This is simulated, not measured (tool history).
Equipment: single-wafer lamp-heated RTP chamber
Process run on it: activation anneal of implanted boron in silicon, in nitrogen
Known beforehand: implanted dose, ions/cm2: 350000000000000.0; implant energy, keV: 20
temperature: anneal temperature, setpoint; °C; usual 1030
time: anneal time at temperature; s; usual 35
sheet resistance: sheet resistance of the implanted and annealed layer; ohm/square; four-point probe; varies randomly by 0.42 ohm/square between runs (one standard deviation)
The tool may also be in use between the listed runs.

run    hour  temperature  time  wafers since the last listed run  wafers since the last pyrometer calibration  wafers since the reflector plate was cleaned  hours since the gauge calibration  read-back reference wafer on the same gauge, sheet resistance  sheet resistance
  1     0.0         1030    35                                 0                                         6152                                          2454                             1805.8                                                         307.19            277.99
  2    46.8         1030    35                               496                                         6649                                          2951                             1852.6                                                         307.15            278.18
  3    87.3         1030    35                               429                                         7079                                          3381                             1893.1                                                         307.05            277.76
  4   128.4         1030    35                               436                                         7516                                          3817                             1934.2                                                         306.95            277.14
      192.0  -- pyrometer window cleaned and pyrometer calibrated
  5   192.5         1030    35                               595                                            5                                          4413                             1998.3                                                         306.90            277.09
  6   236.5         1030    35                               467                                          472                                          4880                             2042.3                                                         306.95            277.17
  7   287.6         1030    35                               542                                         1014                                          5423                             2093.4                                                         306.92            277.46
  8   371.9         1030    35                               895                                         1909                                          6318                             2177.7                                                         306.84            277.26
  9   463.0         1030    35                               967                                         2877                                          7285                             2268.8                                                         306.71            277.95
      538.4  -- reflector plate cleaned
 10   729.6         1050    24                              2745                                         5622                                          2029                             2535.4                                                         306.39            276.06
 11   800.9         1050    24                               757                                         6379                                          2786                             2606.7                                                         306.24            276.27
 12   838.6         1050    24                               400                                         6780                                          3186                             2644.4                                                         306.20            276.15
 13   891.4         1030    35                               560                                         7340                                          3747                             2697.2                                                         306.22            276.85
      941.0  -- pyrometer window cleaned and pyrometer calibrated
 14   974.4         1030    35                               796                                          354                                          4543                             2780.2                                                         306.04            276.76
     1043.3  -- gauge calibrated
 15  1078.4         1011    15                              1104                                         1458                                          5647                               35.1                                                         308.35            283.32
 16  1136.9         1030    16                               621                                         2079                                          6269                               93.6                                                         308.35            280.62
 17  1173.9         1030    35                               392                                         2472                                          6661                              130.6                                                         308.32            278.08
     1235.5  -- reflector plate cleaned
 18  1269.7         1048    55                               932                                         3404                                           362                              226.4                                                         308.43            275.66
 19  1374.8         1030    35                              1115                                         4520                                          1478                              331.5                                                         308.42            278.29
 20  1460.4         1046    35                               908                                         5429                                          2387                              417.1                                                         308.31            276.55
 21  1522.9         1030    18                               663                                         6093                                          3051                              479.6                                                         308.37            280.31
 22  1610.8         1030    22                               933                                         7026                                          3984                              567.5                                                         308.35            280.21
     1640.3  -- pyrometer window cleaned and pyrometer calibrated
 23  1673.1         1016    46                               576                                          347                                          4560                              629.8                                                         308.36            279.92
 24  1749.2         1040    55                               807                                         1155                                          5368                              705.9                                                         308.20            276.30
 25  1808.5         1030    35                               629                                         1785                                          5998                              765.2                                                         308.24            278.08
     1853.2  -- reflector plate cleaned
 26  1859.3         1001    55                               454                                         2239                                            64                              816.0                                                         308.29            281.58
 27  2084.7         1004    55                              2393                                         4633                                          2457                             1041.4                                                         308.06            280.16
 28  2130.2         1046    35                               483                                         5116                                          2940                             1086.9                                                         308.05            276.86
 29  2198.9         1030    35                               729                                         5845                                          3670                             1155.6                                                         308.06            278.33
     2256.3  -- pyrometer window cleaned and pyrometer calibrated
 30  2256.8         1009    23                               529                                            5                                          4200                             1213.5                                                         308.05            282.23
 31  2356.5         1055    52                              1058                                         1063                                          5258                             1313.2                                                         308.01            274.78
 32  2406.3         1030    35                               528                                         1592                                          5787                             1363.0                                                         307.96            277.75
 33  2475.0         1030    35                               729                                         2321                                          6516                             1431.7                                                         307.90            278.45
 34  2572.5         1008    43                              1035                                         3357                                          7551                             1529.2                                                         307.81            280.44
     2611.7  -- reflector plate cleaned
 35  2627.0         1030    35                               493                                         3850                                           161                             1583.7                                                         307.81            279.02
 36  2719.9         1039    35                               986                                         4837                                          1148                             1676.6                                                         307.69            277.39

Alternative continuations, all from the tool just after run 36; predict every row:
  A  2720.3         1030    23                                 4                                         4841                                          1152                             1677.0                                                              ?                 ?
  B  2720.3         1043    41                                 4                                         4841                                          1152                             1677.0                                                              ?                 ?
  C  2720.3         1004    29                                 4                                         4841                                          1152                             1677.0                                                              ?                 ?
  D  2720.3         1005    52                                 4                                         4841                                          1152                             1677.0                                                              ?                 ?

run  read-back reference wafer on the same gauge, sheet resistance  sheet resistance
  A                                                         307.71            279.21
  B                                                         307.71            276.54
  C                                                         307.71            282.62
  D                                                         307.71            280.53
With the hidden condition removed and each run's random variation left untouched, the same runs would have given:
run  sheet resistance
  A            279.47
  B            276.80
  C            282.89
  D            280.80

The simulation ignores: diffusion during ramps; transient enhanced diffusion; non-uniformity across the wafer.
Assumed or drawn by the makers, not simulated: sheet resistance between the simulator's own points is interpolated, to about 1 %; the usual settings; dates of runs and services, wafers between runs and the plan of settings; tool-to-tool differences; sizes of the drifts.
